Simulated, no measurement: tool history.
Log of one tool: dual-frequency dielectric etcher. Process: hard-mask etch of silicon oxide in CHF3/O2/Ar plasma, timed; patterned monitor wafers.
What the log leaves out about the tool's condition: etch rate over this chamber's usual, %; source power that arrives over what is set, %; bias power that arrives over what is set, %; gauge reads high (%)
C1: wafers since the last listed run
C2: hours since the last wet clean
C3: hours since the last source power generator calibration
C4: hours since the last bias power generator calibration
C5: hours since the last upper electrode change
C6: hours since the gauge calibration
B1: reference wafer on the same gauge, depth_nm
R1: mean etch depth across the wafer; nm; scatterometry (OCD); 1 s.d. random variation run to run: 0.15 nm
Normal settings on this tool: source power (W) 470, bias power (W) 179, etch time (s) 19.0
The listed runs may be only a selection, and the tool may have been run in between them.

{"run": 1, "day": 0.0, "source power (W)": 470, "bias power (W)": 211, "etch time (s)": 19.0, "C1": 0, "C2": 422.8, "C3": 2511.0, "C4": 1852.3, "C5": 2559.9, "C6": 915.4, "B1": 26.49, "R1": 34.64}
{"run": 2, "day": 2.729, "source power (W)": 470, "bias power (W)": 145, "etch time (s)": 21.0, "C1": 1540, "C2": 488.3, "C3": 2576.5, "C4": 1917.8, "C5": 2625.4, "C6": 980.9, "B1": 26.49, "R1": 31.52}
{"run": 3, "day": 5.308, "source power (W)": 470, "bias power (W)": 145, "etch time (s)": 21.0, "C1": 1455, "C2": 550.2, "C3": 2638.4, "C4": 1979.7, "C5": 2687.3, "C6": 1042.8, "B1": 26.46, "R1": 31.26}
{"day": 7.362, "done": "wet clean of the chamber"}
{"run": 4, "day": 7.383, "source power (W)": 470, "bias power (W)": 179, "etch time (s)": 19.0, "C1": 606, "C2": 0.5, "C3": 2688.2, "C4": 2029.5, "C5": 2737.1, "C6": 1092.6, "B1": 26.47, "R1": 31.79}
{"run": 5, "day": 7.633, "source power (W)": 470, "bias power (W)": 179, "etch time (s)": 19.0, "C1": 141, "C2": 6.5, "C3": 2694.2, "C4": 2035.5, "C5": 2743.1, "C6": 1098.6, "B1": 26.52, "R1": 31.72}
{"day": 10.862, "done": "upper electrode replaced"}
{"run": 6, "day": 10.883, "source power (W)": 470, "bias power (W)": 179, "etch time (s)": 19.0, "C1": 1270, "C2": 84.5, "C3": 2772.2, "C4": 2113.5, "C5": 0.5, "C6": 1176.6, "B1": 26.51, "R1": 31.8}
{"run": 7, "day": 12.396, "source power (W)": 470, "bias power (W)": 179, "etch time (s)": 19.0, "C1": 853, "C2": 120.8, "C3": 2808.5, "C4": 2149.8, "C5": 36.8, "C6": 1212.9, "B1": 26.5, "R1": 31.77}
{"run": 8, "day": 14.154, "source power (W)": 470, "bias power (W)": 179, "etch time (s)": 19.0, "C1": 992, "C2": 163.0, "C3": 2850.7, "C4": 2192.0, "C5": 79.0, "C6": 1255.1, "B1": 26.46, "R1": 31.99}
{"run": 9, "day": 16.375, "source power (W)": 470, "bias power (W)": 179, "etch time (s)": 19.0, "C1": 1253, "C2": 216.3, "C3": 2904.0, "C4": 2245.3, "C5": 132.3, "C6": 1308.4, "B1": 26.48, "R1": 31.98}
{"run": 10, "day": 17.833, "source power (W)": 470, "bias power (W)": 179, "etch time (s)": 19.0, "C1": 823, "C2": 251.3, "C3": 2939.0, "C4": 2280.3, "C5": 167.3, "C6": 1343.4, "B1": 26.53, "R1": 31.99}
{"run": 11, "day": 20.125, "source power (W)": 470, "bias power (W)": 179, "etch time (s)": 19.0, "C1": 1293, "C2": 306.3, "C3": 2994.0, "C4": 2335.3, "C5": 222.3, "C6": 1398.4, "B1": 26.47, "R1": 31.73}
{"run": 12, "day": 22.208, "source power (W)": 530, "bias power (W)": 179, "etch time (s)": 19.0, "C1": 1176, "C2": 356.3, "C3": 3044.0, "C4": 2385.3, "C5": 272.3, "C6": 1448.4, "B1": 26.48, "R1": 33.52}
{"run": 13, "day": 24.633, "source power (W)": 470, "bias power (W)": 203, "etch time (s)": 15.5, "C1": 1368, "C2": 414.5, "C3": 3102.2, "C4": 2443.5, "C5": 330.5, "C6": 1506.6, "B1": 26.49, "R1": 27.73}
{"run": 14, "day": 27.521, "source power (W)": 510, "bias power (W)": 154, "etch time (s)": 17.5, "C1": 1630, "C2": 483.8, "C3": 3171.5, "C4": 2512.8, "C5": 399.8, "C6": 1575.9, "B1": 26.49, "R1": 28.04}
{"day": 29.629, "done": "wet clean of the chamber"}
{"run": 15, "day": 29.65, "source power (W)": 470, "bias power (W)": 203, "etch time (s)": 15.5, "C1": 637, "C2": 0.5, "C3": 3222.6, "C4": 2563.9, "C5": 450.9, "C6": 1627.0, "B1": 26.53, "R1": 27.9}
{"run": 16, "day": 30.4, "source power (W)": 420, "bias power (W)": 196, "etch time (s)": 19.0, "C1": 423, "C2": 18.5, "C3": 3240.6, "C4": 2581.9, "C5": 468.9, "C6": 1645.0, "B1": 26.49, "R1": 31.97}
{"run": 17, "day": 33.025, "source power (W)": 550, "bias power (W)": 217, "etch time (s)": 15.5, "C1": 1481, "C2": 81.5, "C3": 3303.6, "C4": 2644.9, "C5": 531.9, "C6": 1708.0, "B1": 26.49, "R1": 30.9}
{"day": 34.988, "done": "source power generator calibrated"}
{"day": 35.233, "done": "bias power generator calibrated"}
{"run": 18, "day": 35.471, "source power (W)": 590, "bias power (W)": 211, "etch time (s)": 19.0, "C1": 1192, "C2": 140.2, "C3": 11.6, "C4": 5.7, "C5": 590.6, "C6": 1766.7, "B1": 26.47, "R1": 38.43}
{"run": 19, "day": 37.488, "source power (W)": 470, "bias power (W)": 179, "etch time (s)": 22.0, "C1": 1138, "C2": 188.6, "C3": 60.0, "C4": 54.1, "C5": 639.0, "C6": 1815.1, "B1": 26.5, "R1": 37.11}
{"run": 20, "day": 39.196, "source power (W)": 470, "bias power (W)": 179, "etch time (s)": 19.0, "C1": 964, "C2": 229.6, "C3": 101.0, "C4": 95.1, "C5": 680.0, "C6": 1856.1, "B1": 26.47, "R1": 31.72}
{"run": 21, "day": 40.592, "source power (W)": 470, "bias power (W)": 179, "etch time (s)": 14.5, "C1": 787, "C2": 263.1, "C3": 134.5, "C4": 128.6, "C5": 713.5, "C6": 1889.6, "B1": 26.48, "R1": 24.39}
{"run": 22, "day": 42.675, "source power (W)": 570, "bias power (W)": 201, "etch time (s)": 21.0, "C1": 1176, "C2": 313.1, "C3": 184.5, "C4": 178.6, "C5": 763.5, "C6": 1939.6, "B1": 26.53, "R1": 40.53}
{"day": 44.242, "done": "gauge calibrated"}
{"run": 23, "day": 45.575, "source power (W)": 590, "bias power (W)": 191, "etch time (s)": 19.0, "C1": 1637, "C2": 382.7, "C3": 254.1, "C4": 248.2, "C5": 833.1, "C6": 32.0, "B1": 26.47, "R1": 36.33}
{"run": 24, "day": 47.392, "source power (W)": 470, "bias power (W)": 179, "etch time (s)": 22.5, "C1": 1025, "C2": 426.3, "C3": 297.7, "C4": 291.8, "C5": 876.7, "C6": 75.6, "B1": 26.46, "R1": 37.96}
{"run": 25, "day": 48.758, "source power (W)": 530, "bias power (W)": 137, "etch time (s)": 16.5, "C1": 771, "C2": 459.1, "C3": 330.5, "C4": 324.6, "C5": 909.5, "C6": 108.4, "B1": 26.44, "R1": 25.1}
{"run": 26, "day": 50.233, "source power (W)": 550, "bias power (W)": 179, "etch time (s)": 19.0, "C1": 832, "C2": 494.5, "C3": 365.9, "C4": 360.0, "C5": 944.9, "C6": 143.8, "B1": 26.53, "R1": 34.32}
{"run": 27, "day": 52.154, "source power (W)": 420, "bias power (W)": 148, "etch time (s)": 14.5, "C1": 1084, "C2": 540.6, "C3": 412.0, "C4": 406.1, "C5": 991.0, "C6": 189.9, "B1": 26.52, "R1": 20.88}
{"day": 53.621, "done": "wet clean of the chamber"}
{"run": 28, "day": 53.642, "source power (W)": 470, "bias power (W)": 179, "etch time (s)": 24.0, "C1": 275, "C2": 0.5, "C3": 447.7, "C4": 441.8, "C5": 1026.7, "C6": 225.6, "B1": 26.5, "R1": 40.52}
{"run": 29, "day": 54.925, "source power (W)": 470, "bias power (W)": 179, "etch time (s)": 19.0, "C1": 724, "C2": 31.3, "C3": 478.5, "C4": 472.6, "C5": 1057.5, "C6": 256.4, "B1": 26.46, "R1": 31.92}
{"run": 30, "day": 56.638, "source power (W)": 420, "bias power (W)": 220, "etch time (s)": 20.5, "C1": 966, "C2": 72.4, "C3": 519.6, "C4": 513.7, "C5": 1098.6, "C6": 297.5, "B1": 26.47, "R1": 36.67}
{"run": 31, "day": 59.471, "source power (W)": 470, "bias power (W)": 160, "etch time (s)": 19.0, "C1": 1599, "C2": 140.4, "C3": 587.6, "C4": 581.7, "C5": 1166.6, "C6": 365.5, "B1": 26.48, "R1": 30.04}

Predict each of these 3 candidate next runs independently; none follows another, all start after run 31:
{"run": "A", "day": 59.488, "source power (W)": 470, "bias power (W)": 179, "etch time (s)": 19.0, "C1": 9, "C2": 140.8, "C3": 588.0, "C4": 582.1, "C5": 1167.0, "C6": 365.9, "B1": "?", "R1": "?"}
{"run": "B", "day": 59.488, "source power (W)": 370, "bias power (W)": 179, "etch time (s)": 19.0, "C1": 9, "C2": 140.8, "C3": 588.0, "C4": 582.1, "C5": 1167.0, "C6": 365.9, "B1": "?", "R1": "?"}
{"run": "C", "day": 59.488, "source power (W)": 470, "bias power (W)": 179, "etch time (s)": 14.0, "C1": 9, "C2": 140.8, "C3": 588.0, "C4": 582.1, "C5": 1167.0, "C6": 365.9, "B1": "?", "R1": "?"}

run=A B1=26.55 R1=32.01
run=B B1=26.55 R1=28.86
run=C B1=26.55 R1=23.59
With the hidden condition removed and each run's random variation left untouched, the same runs would have given:
run=A R1=32.01
run=B R1=28.86
run=C R1=23.59

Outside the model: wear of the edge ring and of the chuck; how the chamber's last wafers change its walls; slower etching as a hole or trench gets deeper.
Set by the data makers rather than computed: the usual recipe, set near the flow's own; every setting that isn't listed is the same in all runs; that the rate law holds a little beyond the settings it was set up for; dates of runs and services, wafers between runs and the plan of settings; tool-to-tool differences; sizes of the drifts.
